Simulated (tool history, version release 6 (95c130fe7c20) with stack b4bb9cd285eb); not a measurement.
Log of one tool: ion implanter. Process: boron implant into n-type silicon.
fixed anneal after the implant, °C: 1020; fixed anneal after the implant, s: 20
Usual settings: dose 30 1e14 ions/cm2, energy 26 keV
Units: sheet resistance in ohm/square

| run | hour | dose | energy | wafers since the last listed run | hours since the last dose calibration | hours since the extraction supply was calibrated | hours since the gauge calibration | read-back reference wafer on the same gauge, sheet resistance | sheet resistance |
|---|---|---|---|---|---|---|---|---|---|
| 1 | 0 | 30 | 26 | 0 | 564.6 | 5406.7 | 165.9 | 54.72 | 51.42 |
| 2 | 68.6 | 30 | 29.5 | 1111 | 633.2 | 5475.3 | 234.5 | 54.67 | 49.33 |
| 3 | 157.7 | 30 | 29.5 | 1443 | 722.3 | 5564.4 | 323.6 | 54.69 | 49.38 |
| 4 | 221.6 | 33.35 | 26 | 1035 | 786.2 | 5628.3 | 387.5 | 54.67 | 49.47 |
| 5 | 289.2 | 33.35 | 26 | 1095 | 853.8 | 5695.9 | 455.1 | 54.71 | 49.33 |
| 6 | 348.2 | 33.35 | 26 | 956 | 912.8 | 5754.9 | 514.1 | 54.7 | 49.55 |
|  | 398.8 | extraction supply calibrated |
| 7 | 402.5 | 30 | 26 | 750 | 967.1 | 3.7 | 568.4 | 54.75 | 51.91 |
| 8 | 427 | 30 | 31.5 | 397 | 991.6 | 28.2 | 592.9 | 54.75 | 48.74 |
| 9 | 494.2 | 30 | 31.5 | 1088 | 1058.8 | 95.4 | 660.1 | 54.72 | 48.74 |
| 10 | 555.6 | 30 | 29.5 | 994 | 1120.2 | 156.8 | 721.5 | 54.72 | 49.95 |
|  | 573.4 | Faraday cup replaced and dose calibrated |
| 11 | 622.9 | 30 | 26 | 960 | 49.5 | 224.1 | 788.8 | 54.69 | 51.29 |
| 12 | 697.1 | 34.43 | 20 | 1202 | 123.7 | 298.3 | 863 | 54.71 | 54.92 |
| 13 | 734.3 | 33.64 | 21.5 | 602 | 160.9 | 335.5 | 900.2 | 54.67 | 53.26 |
| 14 | 764.8 | 34.18 | 30.5 | 494 | 191.4 | 366 | 930.7 | 54.7 | 46 |
| 15 | 794.6 | 33.51 | 33 | 482 | 221.2 | 395.8 | 960.5 | 54.7 | 45.3 |
| 16 | 831.4 | 24.31 | 23 | 596 | 258 | 432.6 | 997.3 | 54.71 | 59.06 |
|  | 834 | gauge calibrated |
| 17 | 1021.4 | 30 | 26 | 3078 | 448 | 622.6 | 187.4 | 54.74 | 51.48 |
| 18 | 1049.2 | 36.95 | 34.5 | 450 | 475.8 | 650.4 | 215.2 | 54.71 | 42.83 |

3 ways to go on from here, each from the tool as it stands after run 18. What would each give?
| A | 1049.6 | 30 | 26 | 6 | 476.2 | 650.8 | 215.6 | ? | ? |
| B | 1049.6 | 24.19 | 34 | 6 | 476.2 | 650.8 | 215.6 | ? | ? |
| C | 1049.6 | 35.79 | 33 | 6 | 476.2 | 650.8 | 215.6 | ? | ? |

| run | read-back reference wafer on the same gauge, sheet resistance | sheet resistance |
|---|---|---|
| A | 54.7 | 51.55 |
| B | 54.7 | 54.12 |
| C | 54.7 | 44.1 |
Without the tool's hidden state the same runs would have given:
| run | sheet resistance |
|---|---|
| A | 51.34 |
| B | 53.78 |
| C | 43.93 |
